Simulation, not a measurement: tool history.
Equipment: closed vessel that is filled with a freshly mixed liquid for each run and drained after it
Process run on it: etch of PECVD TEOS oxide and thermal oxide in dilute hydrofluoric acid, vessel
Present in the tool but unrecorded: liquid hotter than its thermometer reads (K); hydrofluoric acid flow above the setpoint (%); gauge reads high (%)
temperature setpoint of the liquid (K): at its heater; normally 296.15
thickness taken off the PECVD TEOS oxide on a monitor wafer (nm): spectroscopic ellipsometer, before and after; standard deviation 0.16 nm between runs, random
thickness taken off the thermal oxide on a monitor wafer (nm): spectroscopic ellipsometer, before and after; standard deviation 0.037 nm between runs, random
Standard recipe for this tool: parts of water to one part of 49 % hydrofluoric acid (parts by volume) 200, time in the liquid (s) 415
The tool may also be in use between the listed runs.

| run | hour | temperature setpoint of the liquid (K) | parts of water to one part of 49 % hydrofluoric acid (parts by volume) | time in the liquid (s) | wafers since the last listed run | hours since the thermometer was replaced | hours since the hydrofluoric acid flow meter was replaced | hours since the gauge calibration | read-back film thickness of the PECVD TEOS oxide reference wafer, read on the same gauge (nm) | read-back film thickness of the thermal oxide reference wafer, read on the same gauge (nm) | thickness taken off the PECVD TEOS oxide on a monitor wafer (nm) | thickness taken off the thermal oxide on a monitor wafer (nm) |
|---|---|---|---|---|---|---|---|---|---|---|---|---|
| 1 | 0 | 296.15 | 200 | 415 | 0 | 972.5 | 860.9 | 107.3 | 49.98 | 139.98 | 50.06 | 7.78 |
| 2 | 76.3 | 296.15 | 200 | 415 | 5152 | 1048.8 | 937.2 | 183.6 | 50.01 | 140 | 49.81 | 7.64 |
| 3 | 104.7 | 293.15 | 200 | 415 | 1917 | 1077.2 | 965.6 | 212 | 50.02 | 140.01 | 44.67 | 6.84 |
| 4 | 132.1 | 293.15 | 200 | 415 | 1850 | 1104.6 | 993 | 239.4 | 50 | 140.02 | 44.59 | 6.91 |
| 5 | 153 | 296.15 | 200 | 275 | 1411 | 1125.5 | 1013.9 | 260.3 | 50 | 139.99 | 33.23 | 5.12 |
| 6 | 171.3 | 296.15 | 200 | 415 | 1235 | 1143.8 | 1032.2 | 278.6 | 49.99 | 139.99 | 50.03 | 7.71 |
| 7 | 201.2 | 296.15 | 200 | 415 | 2019 | 1173.7 | 1062.1 | 308.5 | 49.99 | 139.98 | 49.92 | 7.62 |
| 8 | 218 | 296.15 | 200 | 415 | 1134 | 1190.5 | 1078.9 | 325.3 | 50.02 | 140.01 | 50.34 | 7.77 |
| 9 | 320.5 | 296.15 | 200 | 415 | 6921 | 1293 | 1181.4 | 427.8 | 49.99 | 140.01 | 49.86 | 7.64 |
| 10 | 337.1 | 296.15 | 200 | 415 | 1120 | 1309.6 | 1198 | 444.4 | 49.99 | 139.96 | 50.26 | 7.68 |
| 11 | 364.8 | 300.65 | 235 | 595 | 1870 | 1337.3 | 1225.7 | 472.1 | 50 | 139.98 | 69.03 | 10.66 |
|  | 368.6 | hydrofluoric acid flow meter replaced |
| 12 | 407.1 | 296.15 | 200 | 635 | 2788 | 1379.6 | 38.5 | 514.4 | 49.98 | 139.97 | 76.75 | 11.82 |
| 13 | 432 | 292.15 | 130 | 625 | 1681 | 1404.5 | 63.4 | 539.3 | 49.98 | 139.97 | 107.19 | 16.48 |
| 14 | 452.8 | 298.65 | 115 | 170 | 1404 | 1425.3 | 84.2 | 560.1 | 50 | 140.04 | 43.5 | 6.66 |
| 15 | 488.8 | 299.15 | 200 | 415 | 2430 | 1461.3 | 120.2 | 596.1 | 50.01 | 139.98 | 56.13 | 8.56 |
| 16 | 524.1 | 296.15 | 200 | 415 | 2383 | 1496.6 | 155.5 | 631.4 | 49.98 | 139.99 | 50.01 | 7.78 |
|  | 541.7 | thermometer replaced |
| 17 | 630.3 | 291.65 | 245 | 610 | 7103 | 88.6 | 261.7 | 737.6 | 49.98 | 139.98 | 48.5 | 7.54 |
|  | 635.9 | gauge calibrated |
| 18 | 658.3 | 291.15 | 200 | 650 | 1890 | 116.6 | 289.7 | 22.4 | 50.01 | 140.04 | 64.53 | 9.99 |
| 19 | 690.6 | 296.15 | 115 | 605 | 2181 | 148.9 | 322 | 54.7 | 50 | 140.01 | 139.62 | 21.48 |
| 20 | 768.8 | 296.15 | 200 | 315 | 5280 | 227.1 | 400.2 | 132.9 | 50 | 139.98 | 38.05 | 5.81 |
| 21 | 784.5 | 300.15 | 240 | 185 | 1060 | 242.8 | 415.9 | 148.6 | 49.99 | 140.01 | 20.54 | 3.17 |
| 22 | 814.7 | 298.65 | 200 | 415 | 2039 | 273 | 446.1 | 178.8 | 50.02 | 140.01 | 54.57 | 8.44 |
| 23 | 859.2 | 296.15 | 200 | 415 | 3004 | 317.5 | 490.6 | 223.3 | 50.02 | 139.99 | 50.28 | 7.69 |
| 24 | 881.7 | 296.15 | 255 | 235 | 1519 | 340 | 513.1 | 245.8 | 50.02 | 139.99 | 21.07 | 3.23 |
| 25 | 895.8 | 292.65 | 260 | 255 | 952 | 354.1 | 527.2 | 259.9 | 49.99 | 139.98 | 19.56 | 3.02 |
| 26 | 929.4 | 296.15 | 200 | 415 | 2268 | 387.7 | 560.8 | 293.5 | 50 | 140.01 | 50.01 | 7.69 |
| 27 | 963.5 | 296.15 | 200 | 415 | 2302 | 421.8 | 594.9 | 327.6 | 50 | 139.99 | 50.12 | 7.71 |

Below are 3 alternative next runs, each starting from the tool's condition after run 27. Predict each:
| A | 964.3 | 296.15 | 250 | 415 | 54 | 422.6 | 595.7 | 328.4 | ? | ? | ? | ? |
| B | 964.3 | 298.65 | 140 | 280 | 54 | 422.6 | 595.7 | 328.4 | ? | ? | ? | ? |
| C | 964.3 | 293.65 | 235 | 415 | 54 | 422.6 | 595.7 | 328.4 | ? | ? | ? | ? |

| run | read-back film thickness of the PECVD TEOS oxide reference wafer, read on the same gauge (nm) | read-back film thickness of the thermal oxide reference wafer, read on the same gauge (nm) | thickness taken off the PECVD TEOS oxide on a monitor wafer (nm) | thickness taken off the thermal oxide on a monitor wafer (nm) |
|---|---|---|---|---|
| A | 50.01 | 140.04 | 38.11 | 5.87 |
| B | 50.01 | 140.04 | 56.8 | 8.75 |
| C | 50.01 | 140.04 | 37.52 | 5.78 |
Had the tool no hidden state, the same runs would have come out as:
| run | thickness taken off the PECVD TEOS oxide on a monitor wafer (nm) | thickness taken off the thermal oxide on a monitor wafer (nm) |
|---|---|---|
| A | 38.11 | 5.87 |
| B | 56.8 | 8.75 |
| C | 37.52 | 5.78 |
